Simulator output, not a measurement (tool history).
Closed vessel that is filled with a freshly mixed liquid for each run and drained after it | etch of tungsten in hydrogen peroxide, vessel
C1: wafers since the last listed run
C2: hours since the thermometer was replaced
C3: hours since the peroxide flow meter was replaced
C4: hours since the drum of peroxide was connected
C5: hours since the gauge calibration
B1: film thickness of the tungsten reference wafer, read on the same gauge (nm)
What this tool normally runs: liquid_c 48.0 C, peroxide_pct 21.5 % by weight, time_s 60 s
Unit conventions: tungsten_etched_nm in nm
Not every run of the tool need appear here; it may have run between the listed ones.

Run 1, hour 0.0: usual settings but liquid_c 51.0 C; C1 0; C2 1838.0; C3 1139.5; C4 286.1; C5 911.7; B1 69.98. Result: tungsten_etched_nm 141.40 nm.
Run 2, hour 85.9: usual settings; C1 11556; C2 1923.9; C3 1225.4; C4 372.0; C5 997.6; B1 70.00. Result: tungsten_etched_nm 117.89 nm.
At hour 91.5: new drum of peroxide connected.
Run 3, hour 143.5: usual settings; C1 7614; C2 1981.5; C3 1283.0; C4 52.0; C5 1055.2; B1 70.01. Result: tungsten_etched_nm 116.90 nm.
Run 4, hour 205.6: usual settings; C1 8354; C2 2043.6; C3 1345.1; C4 114.1; C5 1117.3; B1 69.99. Result: tungsten_etched_nm 117.14 nm.
Run 5, hour 271.6: usual settings; C1 8879; C2 2109.6; C3 1411.1; C4 180.1; C5 1183.3; B1 70.00. Result: tungsten_etched_nm 116.37 nm.
Run 6, hour 347.4: usual settings; C1 10197; C2 2185.4; C3 1486.9; C4 255.9; C5 1259.1; B1 69.98. Result: tungsten_etched_nm 115.60 nm.
Run 7, hour 391.0: usual settings but peroxide_pct 18.0 % by weight; C1 5865; C2 2229.0; C3 1530.5; C4 299.5; C5 1302.7; B1 70.01. Result: tungsten_etched_nm 105.84 nm.
Run 8, hour 433.9: usual settings but peroxide_pct 18.0 % by weight; C1 5771; C2 2271.9; C3 1573.4; C4 342.4; C5 1345.6; B1 70.00. Result: tungsten_etched_nm 105.30 nm.
At hour 505.9: new drum of peroxide connected.
Run 9, hour 508.8: usual settings; C1 9942; C2 2346.8; C3 1648.3; C4 2.9; C5 1420.5; B1 69.99. Result: tungsten_etched_nm 114.94 nm.
Run 10, hour 599.5: usual settings; C1 12202; C2 2437.5; C3 1739.0; C4 93.6; C5 1511.2; B1 69.99. Result: tungsten_etched_nm 116.81 nm.
Run 11, hour 664.7: usual settings but peroxide_pct 23.5 % by weight; C1 8771; C2 2502.7; C3 1804.2; C4 158.8; C5 1576.4; B1 69.99. Result: tungsten_etched_nm 120.82 nm.
At hour 717.0: peroxide flow meter replaced.
Run 12, hour 723.2: usual settings but peroxide_pct 23.5 % by weight; C1 7735; C2 2561.2; C3 6.2; C4 217.3; C5 1634.9; B1 70.01. Result: tungsten_etched_nm 127.50 nm.
At hour 777.7: thermometer replaced.
At hour 805.3: gauge calibrated.
Run 13, hour 825.4: usual settings but peroxide_pct 23.5 % by weight; C1 13615; C2 47.7; C3 108.4; C4 319.5; C5 20.1; B1 69.99. Result: tungsten_etched_nm 127.41 nm.
At hour 843.5: new drum of peroxide connected.
Run 14, hour 877.7: usual settings but liquid_c 39.5 C, peroxide_pct 18.5 % by weight, time_s 85 s; C1 6901; C2 100.0; C3 160.7; C4 34.2; C5 72.4; B1 70.00. Result: tungsten_etched_nm 92.67 nm.
Run 15, hour 924.7: usual settings; C1 6323; C2 147.0; C3 207.7; C4 81.2; C5 119.4; B1 70.02. Result: tungsten_etched_nm 120.48 nm.
Run 16, hour 967.1: usual settings but peroxide_pct 17.0 % by weight; C1 5704; C2 189.4; C3 250.1; C4 123.6; C5 161.8; B1 69.99. Result: tungsten_etched_nm 106.83 nm.
Run 17, hour 1036.0: usual settings but liquid_c 45.0 C, time_s 70 s; C1 9269; C2 258.3; C3 319.0; C4 192.5; C5 230.7; B1 70.00. Result: tungsten_etched_nm 115.57 nm.
Run 18, hour 1129.9: usual settings but liquid_c 41.5 C, time_s 50 s; C1 12632; C2 352.2; C3 412.9; C4 286.4; C5 324.6; B1 70.03. Result: tungsten_etched_nm 66.12 nm.
At hour 1178.8: new drum of peroxide connected.
Run 19, hour 1191.4: usual settings but time_s 75 s; C1 8139; C2 413.7; C3 474.4; C4 12.6; C5 386.1; B1 70.04. Result: tungsten_etched_nm 150.35 nm.
Run 20, hour 1294.2: usual settings but liquid_c 39.5 C, peroxide_pct 15.5 % by weight, time_s 70 s; C1 13830; C2 516.5; C3 577.2; C4 115.4; C5 488.9; B1 69.98. Result: tungsten_etched_nm 69.61 nm.
Run 21, hour 1350.1: usual settings but liquid_c 54.5 C, peroxide_pct 19.0 % by weight, time_s 70 s; C1 7520; C2 572.4; C3 633.1; C4 171.3; C5 544.8; B1 70.03. Result: tungsten_etched_nm 192.78 nm.
Run 22, hour 1392.9: usual settings; C1 5758; C2 615.2; C3 675.9; C4 214.1; C5 587.6; B1 70.00. Result: tungsten_etched_nm 119.35 nm.
Run 23, hour 1467.9: usual settings but liquid_c 40.5 C, peroxide_pct 25.5 % by weight; C1 10090; C2 690.2; C3 750.9; C4 289.1; C5 662.6; B1 70.01. Result: tungsten_etched_nm 81.17 nm.
At hour 1558.4: new drum of peroxide connected.
Run 24, hour 1761.7: usual settings but peroxide_pct 17.5 % by weight, time_s 30 s; C1 39392; C2 984.0; C3 1044.7; C4 203.3; C5 956.4; B1 70.01. Result: tungsten_etched_nm 53.19 nm.
Run 25, hour 1829.3: usual settings; C1 9094; C2 1051.6; C3 1112.3; C4 270.9; C5 1024.0; B1 70.02. Result: tungsten_etched_nm 117.20 nm.
Run 26, hour 1885.0: usual settings but liquid_c 42.0 C, peroxide_pct 16.0 % by weight; C1 7493; C2 1107.3; C3 1168.0; C4 326.6; C5 1079.7; B1 70.01. Result: tungsten_etched_nm 69.40 nm.
Run 27, hour 1959.5: usual settings but liquid_c 53.0 C, peroxide_pct 23.0 % by weight, time_s 45 s; C1 10022; C2 1181.8; C3 1242.5; C4 401.1; C5 1154.2; B1 70.01. Result: tungsten_etched_nm 122.62 nm.

Across each entry between runs, compare the hidden state at the last listed run before it with the hidden state at the first listed run after it:
Logged between run 2 and run 3: new drum of peroxide connected (hour 91.5)
  peroxide flow below the setpoint (%): 7.52 -> 7.85
  the result without the hidden state subtracted from the measured one, tungsten_etched_nm: -4.70 -> -4.88 nm
Logged between run 8 and run 9: new drum of peroxide connected (hour 505.9)
  peroxide flow below the setpoint (%): 9.5 -> 9.93
  the result without the hidden state subtracted from the measured one, tungsten_etched_nm: -5.39 -> -6.17 nm
Logged between run 11 and run 12: peroxide flow meter replaced (hour 717.0)
  peroxide flow below the setpoint (%): 10.8 -> 1.09
  the result without the hidden state subtracted from the measured one, tungsten_etched_nm: -7.11 -> -0.70 nm
Logged between run 12 and run 13: thermometer replaced (hour 777.7); gauge calibrated (hour 805.3)
  peroxide flow below the setpoint (%): 1.09 -> 1.68
  the result without the hidden state subtracted from the measured one, tungsten_etched_nm: -0.70 -> -1.08 nm
Logged between run 13 and run 14: new drum of peroxide connected (hour 843.5)
  peroxide flow below the setpoint (%): 1.68 -> 1.97
  the result without the hidden state subtracted from the measured one, tungsten_etched_nm: -1.08 -> -0.93 nm
Logged between run 18 and run 19: new drum of peroxide connected (hour 1178.8)
  peroxide flow below the setpoint (%): 3.41 -> 3.76
  the result without the hidden state subtracted from the measured one, tungsten_etched_nm: -1.16 -> -2.91 nm
Logged between run 23 and run 24: new drum of peroxide connected (hour 1558.4)
  peroxide flow below the setpoint (%): 5.34 -> 7.01
  the result without the hidden state subtracted from the measured one, tungsten_etched_nm: -2.26 -> -1.97 nm
